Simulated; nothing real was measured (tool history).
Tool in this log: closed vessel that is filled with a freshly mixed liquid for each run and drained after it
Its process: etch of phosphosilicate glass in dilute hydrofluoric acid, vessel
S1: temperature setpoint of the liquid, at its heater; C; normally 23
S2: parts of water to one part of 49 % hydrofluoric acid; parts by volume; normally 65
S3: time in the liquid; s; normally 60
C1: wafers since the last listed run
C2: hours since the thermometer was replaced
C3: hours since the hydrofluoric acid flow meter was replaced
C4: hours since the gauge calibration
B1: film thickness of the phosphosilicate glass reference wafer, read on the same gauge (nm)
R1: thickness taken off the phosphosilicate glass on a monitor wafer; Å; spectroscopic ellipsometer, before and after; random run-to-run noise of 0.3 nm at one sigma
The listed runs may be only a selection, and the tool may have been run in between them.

run	hour	S1	S2	S3	C1	C2	C3	C4	B1	R1
1	0	23	65	85	0	2140.9	1166.8	370.6	60.04	1439.6
2	11.7	23	65	85	1058	2152.6	1178.5	382.3	59.97	1434.3
3	26.8	23	65	60	1366	2167.7	1193.6	397.4	59.99	1010.1
4	32.8	23	65	60	542	2173.7	1199.6	403.4	60.01	1013.6
# hour 42.8: hydrofluoric acid flow meter replaced
5	46.4	23	65	60	1140	2187.3	3.6	417	60.02	1055
6	57.1	23	80	45	968	2198	14.3	427.7	59.98	627.2
7	67	23	80	45	895	2207.9	24.2	437.6	59.99	629.6
8	80.8	23	80	45	1248	2221.7	38	451.4	60.01	627.8
9	89.8	24.5	65	60	814	2230.7	47	460.4	60	1117.5
10	98.7	24.5	65	60	805	2239.6	55.9	469.3	60.03	1119.2
11	112.1	23	65	60	1212	2253	69.3	482.7	60.04	1048.8
# hour 116.2: hydrofluoric acid flow meter replaced, repeated, since the last time left the tool worse
12	128.4	19.5	75	60	1384	2269.3	12.2	499	60	726.7
13	143.6	23	65	35	1375	2284.5	27.4	514.2	60.02	573.4
14	158.1	25.5	65	30	1311	2299	41.9	528.7	59.99	542.2
15	168.1	18.5	50	60	904	2309	51.9	538.7	59.98	1076
16	184	25.5	50	85	1438	2324.9	67.8	554.6	60	2045.8
# hour 201.2: thermometer replaced
17	218.8	25	65	60	3058	17.6	102.6	589.4	59.99	1068.5
18	230.9	23	65	60	1094	29.7	114.7	601.5	60.05	988.6
19	244.4	23	65	60	1221	43.2	128.2	615	60.02	983.5
20	256.4	23	65	60	1085	55.2	140.2	627	60.02	979.5
# hour 264.4: gauge calibrated
21	274	28	65	60	1592	72.8	157.8	9.6	59.95	1204.3
22	291	21	65	60	1538	89.8	174.8	26.6	60	904.7
23	304.1	19.5	75	60	1185	102.9	187.9	39.7	59.98	726
24	321.1	23	90	45	1538	119.9	204.9	56.7	59.98	521
25	334.6	23	65	60	1221	133.4	218.4	70.2	59.96	986.7
26	343.4	23	65	40	796	142.2	227.2	79	60	655.9
27	358.4	23	65	80	1357	157.2	242.2	94	60.05	1315.4

What does the tool deliver on the next run?
28	366.4	23	65	50	723	165.2	250.2	102	?	?

Run 28 yielded B1 59.98, R1 822.1 Å.
If the tool had no hidden condition, the same run with the same run-to-run variation would have returned R1 814 Å.
